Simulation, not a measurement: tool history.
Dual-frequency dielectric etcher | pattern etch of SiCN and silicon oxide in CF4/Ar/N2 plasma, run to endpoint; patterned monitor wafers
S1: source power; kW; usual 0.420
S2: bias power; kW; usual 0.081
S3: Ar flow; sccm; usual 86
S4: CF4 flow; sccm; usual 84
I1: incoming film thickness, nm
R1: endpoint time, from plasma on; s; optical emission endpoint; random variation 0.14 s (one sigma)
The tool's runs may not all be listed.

run	day	S1	S2	S3	S4	I1	R1
1	0.000	0.460	0.081	86	84	15.96	15.6
2	1.517	0.360	0.088	66	84	15.96	19.4
3	4.700	0.420	0.081	77	84	15.87	16.9
4	9.192	0.460	0.081	73	68	15.98	16.2
5	11.783	0.360	0.081	86	101	15.85	19.7
6	14.421	0.420	0.081	86	84	15.99	17.4
7	16.854	0.420	0.081	78	84	15.93	16.9
8	19.996	0.460	0.095	93	103	15.80	13.9
9	23.067	0.460	0.081	99	84	15.69	14.8
10	24.542	0.420	0.081	86	84	15.91	17.0
11	26.425	0.420	0.081	93	99	15.95	16.5
12	29.108	0.350	0.071	86	84	15.95	23.4
13	37.338	0.420	0.081	107	84	15.81	17.9
14	39.929	0.420	0.081	86	84	15.98	17.9
15	42.325	0.420	0.089	69	84	15.99	17.4
16	44.000	0.420	0.081	86	84	15.91	17.9
17	46.933	0.420	0.081	86	84	15.78	17.6
18	50.238	0.520	0.081	86	63	15.80	13.8
19	52.242	0.330	0.081	86	66	15.89	27.7
20	56.433	0.420	0.063	69	84	15.95	17.8
21	59.996	0.380	0.099	86	64	15.92	21.0
22	62.696	0.420	0.081	86	84	15.98	17.4
23	66.604	0.420	0.081	86	84	15.89	17.2

Taken out of this log: 7 entries between the listed runs. Where each belongs, and how the hidden state differs across it:
Between runs 7 and 8: upper electrode replaced, of another model than before (day 19.975)
  source power that arrives over what is set, %: 4.32 -> 4.35
  measured less the result without the state, R1: -0.8 -> -0.9 s
Between runs 8 and 9: wet clean of the chamber (day 23.046)
  source power that arrives over what is set, %: 4.35 -> 4.37
  measured less the result without the state, R1: -0.9 -> -1.0 s
Between runs 12 and 13: source power generator calibrated (day 33.762); Ar flow controller replaced (day 36.712)
  source power that arrives over what is set, %: 4.41 -> 0.628
  measured less the result without the state, R1: -1.5 -> -0.2 s
Between runs 13 and 14: CF4 flow controller replaced (day 37.871)
  source power that arrives over what is set, %: 0.628 -> 0.811
  measured less the result without the state, R1: -0.2 -> -0.2 s
Between runs 17 and 18: wet clean of the chamber (day 48.958)
  source power that arrives over what is set, %: 1.27 -> 1.48
  measured less the result without the state, R1: -0.3 -> -0.3 s
Between runs 22 and 23: bias power generator calibrated (day 65.833)
  source power that arrives over what is set, %: 2.16 -> 2.35
  measured less the result without the state, R1: -0.5 -> -0.6 s

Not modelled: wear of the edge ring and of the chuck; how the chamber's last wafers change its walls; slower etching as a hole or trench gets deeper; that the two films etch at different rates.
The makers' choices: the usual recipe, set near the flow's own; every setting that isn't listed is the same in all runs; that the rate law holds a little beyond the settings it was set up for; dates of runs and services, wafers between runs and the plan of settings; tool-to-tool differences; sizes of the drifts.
